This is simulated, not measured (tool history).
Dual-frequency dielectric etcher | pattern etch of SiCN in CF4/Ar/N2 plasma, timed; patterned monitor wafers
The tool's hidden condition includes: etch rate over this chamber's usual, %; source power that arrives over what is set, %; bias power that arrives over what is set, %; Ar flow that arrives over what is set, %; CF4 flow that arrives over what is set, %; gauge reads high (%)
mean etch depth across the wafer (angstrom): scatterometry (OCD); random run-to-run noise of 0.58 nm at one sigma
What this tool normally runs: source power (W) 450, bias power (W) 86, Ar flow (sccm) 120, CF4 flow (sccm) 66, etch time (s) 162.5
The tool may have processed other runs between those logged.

run,hour,source power (W),bias power (W),Ar flow (sccm),CF4 flow (sccm),etch time (s),wafers since the last listed run,hours since the last wet clean,hours since the last source power generator calibration,hours since the last bias power generator calibration,hours since the last Ar flow controller change,hours since the last CF4 flow controller change,hours since the last upper electrode change,hours since the gauge calibration,"read-back reference wafer on the same gauge, depth_nm",mean etch depth across the wafer (angstrom)
1,0.0,450,86,120,66,162.5,0,290.7,2346.4,2597.9,3477.9,2635.3,3821.1,127.2,142.2,1549
2,10.2,450,86,120,66,162.5,104,300.9,2356.6,2608.1,3488.1,2645.5,3831.3,137.4,142.0,1554
3,19.4,450,86,120,66,162.5,94,310.1,2365.8,2617.3,3497.3,2654.7,3840.5,146.6,142.1,1546
4,48.2,450,86,120,66,162.5,296,338.9,2394.6,2646.1,3526.1,2683.5,3869.3,175.4,142.2,1551
5,60.8,450,86,120,66,162.5,129,351.5,2407.2,2658.7,3538.7,2696.1,3881.9,188.0,142.0,1553
6,75.0,450,86,120,66,162.5,146,365.7,2421.4,2672.9,3552.9,2710.3,3896.1,202.2,142.2,1554
# hour 83.6: Ar flow controller replaced
# hour 91.7: source power generator calibrated
# hour 93.4: gauge calibrated
# hour 106.0: upper electrode replaced
7,106.5,450,86,120,66,162.5,73,397.2,14.8,2704.4,22.9,2741.8,0.5,13.1,142.1,1560
8,106.9,450,86,120,66,162.5,4,397.6,15.2,2704.8,23.3,2742.2,0.9,13.5,142.0,1562
9,108.4,450,86,120,66,162.5,15,399.1,16.7,2706.3,24.8,2743.7,2.4,15.0,142.0,1563
10,119.6,450,86,120,66,162.5,115,410.3,27.9,2717.5,36.0,2754.9,13.6,26.2,142.0,1564
# hour 131.1: CF4 flow controller replaced
11,134.4,540,86,120,60,162.5,90,425.1,42.7,2732.3,50.8,3.3,28.4,41.0,142.0,1865
# hour 165.4: wet clean of the chamber
# hour 177.3: bias power generator calibrated
12,180.5,450,95,102,66,162.5,186,15.1,88.8,3.2,96.9,49.4,74.5,87.1,141.9,1600
13,189.5,450,86,96,66,162.5,92,24.1,97.8,12.2,105.9,58.4,83.5,96.1,142.1,1565
14,199.7,450,79,137,66,207.0,104,34.3,108.0,22.4,116.1,68.6,93.7,106.3,142.2,1844
15,215.4,450,102,143,66,209.0,161,50.0,123.7,38.1,131.8,84.3,109.4,122.0,142.0,2007
16,223.1,450,102,143,66,209.0,79,57.7,131.4,45.8,139.5,92.0,117.1,129.7,141.9,2014
17,238.1,450,105,98,55,162.5,154,72.7,146.4,60.8,154.5,107.0,132.1,144.7,142.3,1628
18,247.6,450,102,143,66,209.0,97,82.2,155.9,70.3,164.0,116.5,141.6,154.2,141.9,2003
19,257.9,410,98,108,78,162.5,105,92.5,166.2,80.6,174.3,126.8,151.9,164.5,142.1,1491
20,266.1,560,65,143,66,162.5,84,100.7,174.4,88.8,182.5,135.0,160.1,172.7,142.1,1691

Exercise: give the hidden state of the tool at every run:
source power that arrives over what is set, %: 0, the same for each run
bias power that arrives over what is set, %: 0, the same for each run
Ar flow that arrives over what is set, %: 0, the same for each run
CF4 flow that arrives over what is set, %: 0, the same for each run
gauge reads high (%): 0, the same for each run
H1: etch rate over this chamber's usual, %
run,H1
1,2.46
2,2.54
3,2.61
4,2.84
5,2.94
6,3.05
7,3.31
8,3.31
9,3.32
10,3.41
11,3.53
12,0.00715
13,0.0787
14,0.16
15,0.285
16,0.346
17,0.465
18,0.541
19,0.622
20,0.688
